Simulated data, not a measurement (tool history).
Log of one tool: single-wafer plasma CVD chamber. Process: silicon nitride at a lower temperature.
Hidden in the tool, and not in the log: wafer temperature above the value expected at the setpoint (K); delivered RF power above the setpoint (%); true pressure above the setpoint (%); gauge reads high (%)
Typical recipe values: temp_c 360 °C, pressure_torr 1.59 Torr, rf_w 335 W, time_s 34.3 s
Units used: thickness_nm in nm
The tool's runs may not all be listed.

| run | hour | temp_c | pressure_torr | rf_w | time_s | wafers since the last listed run | hours since the last thermocouple change | hours since the last RF generator calibration | hours since the last manometer calibration | hours since the showerhead was replaced | hours since the gauge calibration | read-back reference wafer on the same gauge, thickness_nm | thickness_nm |
|---|---|---|---|---|---|---|---|---|---|---|---|---|---|
| 1 | 0.0 | 360 | 1.59 | 335 | 34.3 | 0 | 2274.0 | 1557.3 | 2224.0 | 6589.3 | 15.9 | 34.692 | 41.174 |
| 2 | 24.8 | 360 | 1.59 | 335 | 34.3 | 595 | 2298.8 | 1582.1 | 2248.8 | 6614.1 | 40.7 | 34.698 | 41.010 |
| 3 | 48.9 | 360 | 1.59 | 335 | 34.3 | 578 | 2322.9 | 1606.2 | 2272.9 | 6638.2 | 64.8 | 34.705 | 41.102 |
| 4 | 76.7 | 360 | 1.59 | 335 | 34.3 | 667 | 2350.7 | 1634.0 | 2300.7 | 6666.0 | 92.6 | 34.694 | 40.975 |
| 5 | 108.8 | 360 | 1.59 | 335 | 34.3 | 770 | 2382.8 | 1666.1 | 2332.8 | 6698.1 | 124.7 | 34.702 | 41.123 |
|  | 128.3 | showerhead replaced |
| 6 | 163.1 | 360 | 1.59 | 335 | 34.3 | 1111 | 2437.1 | 1720.4 | 2387.1 | 34.8 | 179.0 | 34.709 | 40.980 |
| 7 | 204.1 | 360 | 1.59 | 335 | 39.7 | 983 | 2478.1 | 1761.4 | 2428.1 | 75.8 | 220.0 | 34.715 | 47.260 |
| 8 | 253.9 | 360 | 1.59 | 335 | 34.3 | 1195 | 2527.9 | 1811.2 | 2477.9 | 125.6 | 269.8 | 34.711 | 40.994 |
|  | 267.8 | RF generator calibrated |
| 9 | 290.9 | 360 | 1.59 | 335 | 34.3 | 695 | 2564.9 | 23.1 | 2514.9 | 162.6 | 306.8 | 34.694 | 39.758 |
| 10 | 317.5 | 360 | 1.82 | 335 | 34.3 | 638 | 2591.5 | 49.7 | 2541.5 | 189.2 | 333.4 | 34.718 | 40.408 |
| 11 | 350.1 | 360 | 1.59 | 335 | 34.3 | 782 | 2624.1 | 82.3 | 2574.1 | 221.8 | 366.0 | 34.710 | 39.736 |
| 12 | 395.9 | 360 | 1.59 | 315 | 34.3 | 1099 | 2669.9 | 128.1 | 2619.9 | 267.6 | 411.8 | 34.689 | 37.977 |
|  | 429.2 | thermocouple changed; heater temperature recalibrated |
| 13 | 429.7 | 356 | 1.21 | 380 | 27.8 | 619 | 0.5 | 161.9 | 2653.7 | 301.4 | 445.6 | 34.695 | 33.914 |
| 14 | 461.1 | 360 | 1.59 | 335 | 34.3 | 753 | 31.9 | 193.3 | 2685.1 | 332.8 | 477.0 | 34.695 | 39.739 |
|  | 501.8 | RF generator calibrated, repeated, since the last time left the tool worse |
| 15 | 505.7 | 360 | 1.59 | 335 | 34.3 | 878 | 76.5 | 3.9 | 2729.7 | 377.4 | 521.6 | 34.702 | 42.175 |
|  | 543.2 | capacitance manometer re-zeroed and calibrated |
| 16 | 559.5 | 360 | 1.26 | 355 | 34.3 | 1099 | 130.3 | 57.7 | 16.3 | 431.2 | 575.4 | 34.688 | 42.520 |
| 17 | 619.8 | 375 | 1.59 | 375 | 31.1 | 1446 | 190.6 | 118.0 | 76.6 | 491.5 | 635.7 | 34.683 | 41.123 |
| 18 | 667.0 | 372 | 1.59 | 335 | 34.3 | 1132 | 237.8 | 165.2 | 123.8 | 538.7 | 682.9 | 34.711 | 41.977 |
| 19 | 720.6 | 360 | 1.45 | 370 | 29.5 | 1286 | 291.4 | 218.8 | 177.4 | 592.3 | 736.5 | 34.694 | 38.220 |
| 20 | 760.4 | 360 | 1.59 | 335 | 34.3 | 955 | 331.2 | 258.6 | 217.2 | 632.1 | 776.3 | 34.714 | 42.150 |
| 21 | 797.4 | 360 | 1.29 | 335 | 37.5 | 887 | 368.2 | 295.6 | 254.2 | 669.1 | 813.3 | 34.712 | 44.727 |
| 22 | 833.5 | 352 | 1.59 | 385 | 37.3 | 866 | 404.3 | 331.7 | 290.3 | 705.2 | 849.4 | 34.689 | 50.301 |
| 23 | 892.1 | 360 | 1.59 | 335 | 34.3 | 1406 | 462.9 | 390.3 | 348.9 | 763.8 | 908.0 | 34.697 | 42.133 |
| 24 | 935.9 | 360 | 1.59 | 335 | 34.3 | 1051 | 506.7 | 434.1 | 392.7 | 807.6 | 951.8 | 34.713 | 42.151 |
| 25 | 982.6 | 360 | 1.41 | 270 | 34.3 | 1120 | 553.4 | 480.8 | 439.4 | 854.3 | 998.5 | 34.693 | 35.364 |
| 26 | 1017.6 | 360 | 1.59 | 375 | 34.3 | 839 | 588.4 | 515.8 | 474.4 | 889.3 | 1033.5 | 34.682 | 45.261 |
| 27 | 1047.0 | 347 | 1.81 | 385 | 39.8 | 705 | 617.8 | 545.2 | 503.8 | 918.7 | 1062.9 | 34.707 | 54.973 |
| 28 | 1097.6 | 360 | 1.59 | 335 | 34.3 | 1214 | 668.4 | 595.8 | 554.4 | 969.3 | 1113.5 | 34.703 | 41.929 |
| 29 | 1142.7 | 360 | 1.59 | 335 | 34.3 | 1082 | 713.5 | 640.9 | 599.5 | 1014.4 | 1158.6 | 34.710 | 41.882 |

Branching from run 29: 3 alternative next runs. What would each branch give?
| A | 1143.1 | 360 | 1.59 | 335 | 36.9 | 9 | 713.9 | 641.3 | 599.9 | 1014.8 | 1159.0 | ? | ? |
| B | 1143.1 | 360 | 1.97 | 355 | 40.7 | 9 | 713.9 | 641.3 | 599.9 | 1014.8 | 1159.0 | ? | ? |
| C | 1143.1 | 366 | 1.59 | 335 | 38.8 | 9 | 713.9 | 641.3 | 599.9 | 1014.8 | 1159.0 | ? | ? |

| run | read-back reference wafer on the same gauge, thickness_nm | thickness_nm |
|---|---|---|
| A | 34.692 | 45.084 |
| B | 34.692 | 53.339 |
| C | 34.692 | 47.302 |
Stripped of hidden state, with their random variation kept, the same runs would have yielded:
| run | thickness_nm |
|---|---|
| A | 45.234 |
| B | 53.516 |
| C | 47.459 |
